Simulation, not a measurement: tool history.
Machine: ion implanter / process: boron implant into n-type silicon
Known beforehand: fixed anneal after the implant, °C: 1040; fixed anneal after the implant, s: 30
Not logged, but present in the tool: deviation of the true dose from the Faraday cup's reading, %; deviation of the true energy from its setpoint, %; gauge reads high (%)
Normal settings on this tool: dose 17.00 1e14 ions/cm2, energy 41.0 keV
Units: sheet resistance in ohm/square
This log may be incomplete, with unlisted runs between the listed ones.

run,hour,dose,energy,wafers since the last listed run,hours since the last dose calibration,hours since the extraction supply was calibrated,hours since the gauge calibration,"read-back reference wafer on the same gauge, sheet resistance",sheet resistance
1,0.0,17.00,45.0,0,1304.6,5994.4,307.3,78.21,67.08
2,24.2,17.00,41.0,588,1328.8,6018.6,331.5,78.26,68.27
3,53.5,20.94,41.0,712,1358.1,6047.9,360.8,78.19,56.07
4,78.5,20.94,41.0,607,1383.1,6072.9,385.8,78.28,55.93
5,110.7,20.94,41.0,782,1415.3,6105.1,418.0,78.19,56.56
6,137.9,15.46,41.0,661,1442.5,6132.3,445.2,78.16,73.43
7,155.9,17.00,41.0,437,1460.5,6150.3,463.2,78.26,67.87
8,169.7,17.00,41.0,335,1474.3,6164.1,477.0,78.16,67.20
9,184.3,17.00,41.0,354,1488.9,6178.7,491.6,78.26,67.71
# hour 202.0: extraction supply calibrated
10,209.1,17.00,41.0,408,1513.7,7.1,516.4,78.16,67.80
11,224.6,17.00,41.0,376,1529.2,22.6,531.9,78.19,66.93
12,254.8,19.63,41.0,734,1559.4,52.8,562.1,78.16,60.08
13,279.0,19.63,41.0,588,1583.6,77.0,586.3,78.26,59.11
14,314.1,19.63,41.0,853,1618.7,112.1,621.4,78.24,59.85
15,347.2,17.00,41.0,804,1651.8,145.2,654.5,78.19,67.32
16,366.7,17.00,30.5,474,1671.3,164.7,674.0,78.15,69.58
17,396.4,21.43,32.5,722,1701.0,194.4,703.7,78.15,57.34
18,423.6,19.08,31.0,661,1728.2,221.6,730.9,78.14,63.08
# hour 430.5: gauge calibrated
19,459.1,20.07,52.5,863,1763.7,257.1,28.6,78.26,57.44
20,476.3,13.36,36.0,418,1780.9,274.3,45.8,78.22,83.41
21,505.3,20.92,29.5,705,1809.9,303.3,74.8,78.17,58.74
# hour 533.6: Faraday cup replaced and dose calibrated
22,540.1,15.49,37.0,651,6.5,338.1,109.6,78.16,77.26
23,617.9,20.76,32.5,1891,84.3,415.9,187.4,78.21,60.17
24,646.7,14.70,41.0,700,113.1,444.7,216.2,78.29,79.63
25,659.0,17.00,41.0,299,125.4,457.0,228.5,78.11,69.89
26,692.1,17.00,41.0,804,158.5,490.1,261.6,78.23,69.65
27,713.4,13.99,41.0,517,179.8,511.4,282.9,78.12,82.50
28,747.1,19.63,41.0,819,213.5,545.1,316.6,78.10,61.01
29,779.3,17.00,41.0,782,245.7,577.3,348.8,78.21,69.06
30,802.7,14.40,46.5,568,269.1,600.7,372.2,78.19,79.66
31,837.1,17.00,41.0,836,303.5,635.1,406.6,78.23,69.58
32,865.8,12.43,53.5,697,332.2,663.8,435.3,78.22,89.02
33,890.5,18.54,36.5,600,356.9,688.5,460.0,78.13,64.46
34,910.4,17.00,36.5,483,376.8,708.4,479.9,78.20,70.45
35,943.2,17.00,41.0,797,409.6,741.2,512.7,78.12,69.12
36,960.3,12.61,30.5,415,426.7,758.3,529.8,78.22,91.71

Across each entry between runs, compare the hidden state at the last listed run before it with the hidden state at the first listed run after it:
Runs 9 to 10: extraction supply calibrated (hour 202.0)
  deviation of the true dose from the Faraday cup's reading, %: 5.1 -> 5.12
  what was measured, less what the result would be without the hidden state, sheet resistance: -3.03 -> -3.05 ohm/square
Runs 18 to 19: gauge calibrated (hour 430.5)
  deviation of the true dose from the Faraday cup's reading, %: 5.26 -> 5.28
  what was measured, less what the result would be without the hidden state, sheet resistance: -2.69 -> -2.60 ohm/square
Runs 21 to 22: Faraday cup replaced and dose calibrated (hour 533.6)
  deviation of the true dose from the Faraday cup's reading, %: 5.3 -> 0.0205
  what was measured, less what the result would be without the hidden state, sheet resistance: -2.37 -> -0.01 ohm/square
